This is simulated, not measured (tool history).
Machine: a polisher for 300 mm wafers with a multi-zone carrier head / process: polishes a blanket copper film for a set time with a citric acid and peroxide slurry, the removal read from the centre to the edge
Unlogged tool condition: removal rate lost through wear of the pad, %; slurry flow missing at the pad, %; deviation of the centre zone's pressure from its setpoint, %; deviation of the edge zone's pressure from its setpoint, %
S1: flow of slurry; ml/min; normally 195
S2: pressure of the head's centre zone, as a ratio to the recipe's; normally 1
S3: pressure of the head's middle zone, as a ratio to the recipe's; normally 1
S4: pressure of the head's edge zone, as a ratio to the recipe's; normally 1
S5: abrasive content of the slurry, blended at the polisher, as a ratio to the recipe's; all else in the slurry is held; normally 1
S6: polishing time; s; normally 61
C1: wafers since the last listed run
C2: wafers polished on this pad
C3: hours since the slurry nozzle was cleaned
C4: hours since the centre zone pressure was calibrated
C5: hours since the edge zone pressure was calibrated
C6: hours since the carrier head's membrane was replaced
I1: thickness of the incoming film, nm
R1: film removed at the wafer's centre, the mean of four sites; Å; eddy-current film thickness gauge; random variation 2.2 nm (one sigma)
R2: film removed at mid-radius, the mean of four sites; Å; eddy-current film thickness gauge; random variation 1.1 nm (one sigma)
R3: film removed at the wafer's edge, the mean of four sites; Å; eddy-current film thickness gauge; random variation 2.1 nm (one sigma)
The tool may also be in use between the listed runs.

| run | hour | S1 | S2 | S3 | S4 | S5 | S6 | C1 | C2 | C3 | C4 | C5 | C6 | I1 | R1 | R2 | R3 |
|---|---|---|---|---|---|---|---|---|---|---|---|---|---|---|---|---|---|
| 1 | 0 | 195 | 1.07 | 1 | 1 | 0.9 | 61 | 0 | 3890 | 595.6 | 405.2 | 125.3 | 462.7 | 527.1 | 1637 | 1529 | 1588 |
|  | 82.8 | slurry nozzle cleaned |
|  | 107.9 | centre zone pressure recalibrated |
|  | 121.4 | worn pad replaced by a new one |
| 2 | 170.3 | 195 | 1 | 1 | 1 | 1 | 61 | 1558 | 466 | 87.5 | 62.4 | 295.6 | 633 | 517.5 | 1547 | 1524 | 1591 |
| 3 | 243.5 | 195 | 1 | 1 | 1 | 1 | 61 | 698 | 1165 | 160.7 | 135.6 | 368.8 | 706.2 | 527.1 | 1501 | 1503 | 1582 |
| 4 | 527.9 | 195 | 1 | 1.06 | 1 | 1 | 61 | 2714 | 3880 | 445.1 | 420 | 653.2 | 990.6 | 518.6 | 1473 | 1573 | 1563 |
|  | 561.4 | worn pad replaced by a new one |
|  | 566.1 | centre zone pressure recalibrated |
|  | 571.6 | slurry nozzle cleaned, repeated, since the last time left the tool worse |
| 5 | 573.4 | 195 | 1 | 1 | 1 | 1 | 61 | 367 | 86 | 1.8 | 7.3 | 698.7 | 1036.1 | 516.5 | 1607 | 1602 | 1625 |
| 6 | 655.9 | 195 | 1 | 1 | 1 | 1 | 61 | 787 | 873 | 84.3 | 89.8 | 781.2 | 1118.6 | 516.4 | 1629 | 1603 | 1649 |
| 7 | 698.7 | 195 | 0.96 | 1 | 1 | 1 | 61 | 408 | 1282 | 127.1 | 132.6 | 824 | 1161.4 | 515.6 | 1573 | 1615 | 1634 |
|  | 749.7 | edge zone pressure recalibrated |
| 8 | 795.7 | 140 | 1 | 1 | 1 | 1 | 40 | 906 | 2189 | 224.1 | 229.6 | 46 | 1258.4 | 525.9 | 1030 | 1002 | 1068 |
| 9 | 900.2 | 195 | 1 | 1 | 1 | 1 | 61 | 997 | 3186 | 328.6 | 334.1 | 150.5 | 1362.9 | 515.6 | 1654 | 1601 | 1648 |
| 10 | 996.3 | 195 | 1 | 1 | 0.95 | 0.85 | 81 | 917 | 4104 | 424.7 | 430.2 | 246.6 | 1459 | 521.9 | 2014 | 2019 | 2013 |
|  | 1006.9 | worn pad replaced by a new one |
| 11 | 1062.5 | 195 | 1 | 1 | 1 | 1 | 61 | 593 | 530 | 490.9 | 496.4 | 312.8 | 1525.2 | 515.8 | 1597 | 1597 | 1626 |
|  | 1069.9 | centre zone pressure recalibrated |
|  | 1112.6 | carrier head's membrane replaced by a new one |
| 12 | 1153.9 | 195 | 1 | 1 | 1 | 1 | 48 | 805 | 1336 | 582.3 | 84 | 404.2 | 41.3 | 521.6 | 1279 | 1250 | 1254 |
|  | 1189.9 | slurry nozzle cleaned |
| 13 | 1213.4 | 195 | 1 | 1 | 1.06 | 1 | 61 | 558 | 1894 | 23.5 | 143.5 | 463.7 | 100.8 | 516.2 | 1668 | 1622 | 1686 |
| 14 | 1318.6 | 195 | 1 | 0.89 | 1 | 0.85 | 61 | 1004 | 2898 | 128.7 | 248.7 | 568.9 | 206 | 511.1 | 1572 | 1415 | 1546 |
| 15 | 1422.1 | 215 | 1.11 | 1 | 1 | 1 | 61 | 987 | 3886 | 232.2 | 352.2 | 672.4 | 309.5 | 515.5 | 1812 | 1634 | 1677 |
|  | 1459.9 | worn pad replaced by a new one |
| 16 | 1504.3 | 195 | 1 | 1 | 1 | 1 | 61 | 746 | 423 | 314.4 | 434.4 | 754.6 | 391.7 | 518.9 | 1612 | 1605 | 1651 |
|  | 1541 | centre zone pressure recalibrated |
| 17 | 1561.6 | 255 | 1 | 1 | 1 | 1 | 61 | 527 | 951 | 371.7 | 20.6 | 811.9 | 449 | 522.3 | 1671 | 1654 | 1671 |
| 18 | 1622.7 | 195 | 1 | 1.07 | 1.07 | 1 | 61 | 583 | 1535 | 432.8 | 81.7 | 873 | 510.1 | 522.8 | 1621 | 1707 | 1680 |
|  | 1705 | edge zone pressure recalibrated |
| 19 | 1723.7 | 220 | 0.89 | 0.95 | 1 | 1 | 43 | 945 | 2480 | 533.8 | 182.7 | 18.7 | 611.1 | 514.6 | 1046 | 1096 | 1168 |
| 20 | 1816.8 | 220 | 1 | 1.11 | 1 | 1 | 61 | 888 | 3368 | 626.9 | 275.8 | 111.8 | 704.2 | 519.8 | 1588 | 1739 | 1615 |

Exercise: give the hidden state of the tool at every run:
removal rate lost through wear of the pad, %: 0 on each run
deviation of the centre zone's pressure from its setpoint, %: 0 on each run
deviation of the edge zone's pressure from its setpoint, %: 0 on each run
H1: slurry flow missing at the pad, %
| run | H1 |
|---|---|
| 1 | 17.4 |
| 2 | 41.2 |
| 3 | 42 |
| 4 | 50.2 |
| 5 | 1.4 |
| 6 | 1.74 |
| 7 | 2.17 |
| 8 | 3.8 |
| 9 | 6.55 |
| 10 | 10 |
| 11 | 12.9 |
| 12 | 17.6 |
| 13 | 1.29 |
| 14 | 2.06 |
| 15 | 3.84 |
| 16 | 5.99 |
| 17 | 7.86 |
| 18 | 10.2 |
| 19 | 14.9 |
| 20 | 20 |

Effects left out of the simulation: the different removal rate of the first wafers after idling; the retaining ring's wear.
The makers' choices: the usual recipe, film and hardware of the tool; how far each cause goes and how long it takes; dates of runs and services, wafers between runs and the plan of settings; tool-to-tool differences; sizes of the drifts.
